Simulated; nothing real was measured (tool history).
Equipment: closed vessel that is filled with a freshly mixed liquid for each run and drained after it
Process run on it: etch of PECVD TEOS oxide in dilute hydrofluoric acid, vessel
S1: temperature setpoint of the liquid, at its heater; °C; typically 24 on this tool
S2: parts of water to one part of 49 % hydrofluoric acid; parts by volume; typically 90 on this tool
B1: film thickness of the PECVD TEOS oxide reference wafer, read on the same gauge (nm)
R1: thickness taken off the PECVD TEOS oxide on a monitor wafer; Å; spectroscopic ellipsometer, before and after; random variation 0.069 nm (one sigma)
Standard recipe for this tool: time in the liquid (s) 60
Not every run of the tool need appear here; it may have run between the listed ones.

{"run": 1, "hour": 0.0, "S1": 24, "S2": 90, "time in the liquid (s)": 60, "B1": 30.01, "R1": 129.2}
{"run": 2, "hour": 91.8, "S1": 24, "S2": 90, "time in the liquid (s)": 60, "B1": 29.99, "R1": 128.5}
{"hour": 100.2, "done": "gauge calibrated"}
{"run": 3, "hour": 138.0, "S1": 24, "S2": 90, "time in the liquid (s)": 60, "B1": 30.01, "R1": 128.8}
{"run": 4, "hour": 405.3, "S1": 24, "S2": 90, "time in the liquid (s)": 60, "B1": 29.99, "R1": 130}
{"run": 5, "hour": 453.3, "S1": 22, "S2": 90, "time in the liquid (s)": 40, "B1": 29.99, "R1": 79.9}
{"run": 6, "hour": 521.2, "S1": 22, "S2": 90, "time in the liquid (s)": 40, "B1": 29.99, "R1": 79.7}
{"run": 7, "hour": 605.6, "S1": 24, "S2": 90, "time in the liquid (s)": 60, "B1": 30, "R1": 131.6}
{"run": 8, "hour": 668.2, "S1": 28.5, "S2": 75, "time in the liquid (s)": 75, "B1": 29.99, "R1": 242.2}
{"run": 9, "hour": 739.5, "S1": 25.5, "S2": 115, "time in the liquid (s)": 60, "B1": 30.01, "R1": 106.6}
{"run": 10, "hour": 817.7, "S1": 24, "S2": 90, "time in the liquid (s)": 60, "B1": 30, "R1": 133.3}
{"hour": 898.3, "done": "hydrofluoric acid flow meter replaced"}
{"run": 11, "hour": 922.6, "S1": 24, "S2": 90, "time in the liquid (s)": 60, "B1": 29.99, "R1": 117.7}
{"hour": 963.4, "done": "gauge calibrated"}
{"hour": 967.6, "done": "thermometer replaced"}
{"run": 12, "hour": 1029.8, "S1": 24, "S2": 90, "time in the liquid (s)": 45, "B1": 30.01, "R1": 89.3}
{"run": 13, "hour": 1122.3, "S1": 27, "S2": 125, "time in the liquid (s)": 90, "B1": 29.99, "R1": 137.9}

Run 14, settings as shown, results not yet in. Your forecast:
{"run": 14, "hour": 1219.9, "S1": 24, "S2": 110, "time in the liquid (s)": 75, "B1": "?", "R1": "?"}

B1: 30.01
R1: 119.3 Å
Had the tool carried no hidden state, the very same run would have given R1 116.3 Å.

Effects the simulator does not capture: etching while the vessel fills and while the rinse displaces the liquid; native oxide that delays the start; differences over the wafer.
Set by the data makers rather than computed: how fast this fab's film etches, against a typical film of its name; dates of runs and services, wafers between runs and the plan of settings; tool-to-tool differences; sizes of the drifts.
